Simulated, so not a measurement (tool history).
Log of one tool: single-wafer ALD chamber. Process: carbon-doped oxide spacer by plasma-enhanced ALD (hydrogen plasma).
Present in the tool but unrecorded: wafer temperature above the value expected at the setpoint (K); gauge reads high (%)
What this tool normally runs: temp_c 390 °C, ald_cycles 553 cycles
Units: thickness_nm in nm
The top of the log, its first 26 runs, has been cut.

run,hour,temp_c,ald_cycles,wafers since the last listed run,hours since the last thermocouple change,hours since the gauge calibration,"read-back reference wafer on the same gauge, thickness_nm",thickness_nm
27,326.5,390,514,7,1439.4,408.5,27.102,25.647
28,340.5,390,553,13,1453.4,422.5,27.086,27.518
29,357.7,390,553,16,1470.6,439.7,27.110,27.575
# hour 374.3: thermocouple changed; heater temperature recalibrated
30,374.8,390,500,8,0.5,456.8,27.100,24.902
# hour 378.3: gauge calibrated
31,385.3,390,630,9,11.0,7.0,27.115,31.308
32,394.9,390,630,9,20.6,16.6,27.085,31.453
33,402.5,390,474,7,28.2,24.2,27.111,23.664
34,446.9,402,468,42,72.6,68.6,27.093,23.065
35,463.3,390,553,15,89.0,85.0,27.096,27.479
36,505.5,390,553,40,131.2,127.2,27.105,27.634
37,519.6,376,608,13,145.3,141.3,27.107,30.326
38,527.1,382,553,7,152.8,148.8,27.102,27.692
39,542.8,390,464,14,168.5,164.5,27.099,23.149
40,550.3,390,593,7,176.0,172.0,27.108,29.656
41,558.4,379,643,7,184.1,180.1,27.118,31.963
42,576.0,390,465,16,201.7,197.7,27.096,23.103

Each row is a separate what-if for the run after 42, all from the same tool condition, not one after another. Results?
A,577.2,390,470,1,202.9,198.9,?,?
B,577.2,402,447,1,202.9,198.9,?,?
C,577.2,376,622,1,202.9,198.9,?,?
D,577.2,384,553,1,202.9,198.9,?,?
E,577.2,398,633,1,202.9,198.9,?,?

run,"read-back reference wafer on the same gauge, thickness_nm",thickness_nm
A,27.099,23.455
B,27.099,22.061
C,27.099,31.041
D,27.099,27.597
E,27.099,31.589
Without the tool's hidden state the same runs would have given:
run,thickness_nm
A,23.455
B,22.061
C,31.041
D,27.597
E,31.589

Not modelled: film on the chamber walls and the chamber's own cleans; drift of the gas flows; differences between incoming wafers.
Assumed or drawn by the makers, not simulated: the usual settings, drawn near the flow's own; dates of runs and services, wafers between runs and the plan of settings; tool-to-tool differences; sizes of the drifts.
